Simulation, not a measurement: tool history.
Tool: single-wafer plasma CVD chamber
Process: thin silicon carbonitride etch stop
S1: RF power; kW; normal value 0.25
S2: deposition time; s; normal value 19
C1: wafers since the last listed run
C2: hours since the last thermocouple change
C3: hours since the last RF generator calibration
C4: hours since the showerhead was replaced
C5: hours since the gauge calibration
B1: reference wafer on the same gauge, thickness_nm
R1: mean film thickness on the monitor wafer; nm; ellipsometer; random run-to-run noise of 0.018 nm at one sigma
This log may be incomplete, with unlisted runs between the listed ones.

| run | hour | S1 | S2 | C1 | C2 | C3 | C4 | C5 | B1 | R1 |
|---|---|---|---|---|---|---|---|---|---|---|
| 1 | 0 | 0.265 | 19 | 0 | 2205.4 | 1101.6 | 2464.7 | 107.5 | 11.4 | 12.022 |
| 2 | 31.7 | 0.25 | 21.1 | 910 | 2237.1 | 1133.3 | 2496.4 | 139.2 | 11.397 | 13.187 |
| 3 | 50.5 | 0.25 | 21.1 | 540 | 2255.9 | 1152.1 | 2515.2 | 158 | 11.401 | 13.18 |
| 4 | 67 | 0.25 | 19 | 473 | 2272.4 | 1168.6 | 2531.7 | 174.5 | 11.398 | 11.853 |
| 5 | 97.3 | 0.25 | 21.7 | 870 | 2302.7 | 1198.9 | 2562 | 204.8 | 11.402 | 13.542 |
| 6 | 124.5 | 0.25 | 19 | 781 | 2329.9 | 1226.1 | 2589.2 | 232 | 11.398 | 11.88 |
| 7 | 140.2 | 0.25 | 16.8 | 450 | 2345.6 | 1241.8 | 2604.9 | 247.7 | 11.406 | 10.479 |
| 8 | 154.6 | 0.25 | 16.8 | 413 | 2360 | 1256.2 | 2619.3 | 262.1 | 11.395 | 10.479 |
|  | 167.4 | thermocouple changed; heater temperature recalibrated |
| 9 | 187.1 | 0.25 | 19 | 703 | 19.7 | 1288.7 | 2651.8 | 294.6 | 11.404 | 11.841 |
| 10 | 215.5 | 0.25 | 20.5 | 815 | 48.1 | 1317.1 | 2680.2 | 323 | 11.4 | 12.76 |
|  | 225.6 | gauge calibrated |
| 11 | 244.8 | 0.25 | 19 | 841 | 77.4 | 1346.4 | 2709.5 | 19.2 | 11.403 | 11.821 |

The next listed run, before its measurement:
|  | 277.2 | showerhead replaced |
| 12 | 277.7 | 0.215 | 20.1 | 715 | 110.3 | 1379.3 | 0.5 | 52.1 | ? | ? |

{"run 12": {"B1": 11.403, "R1": 12.151}}
Take away the tool's hidden state, keep the run-to-run variation as it was, and the same run would have given R1 12.419 nm.
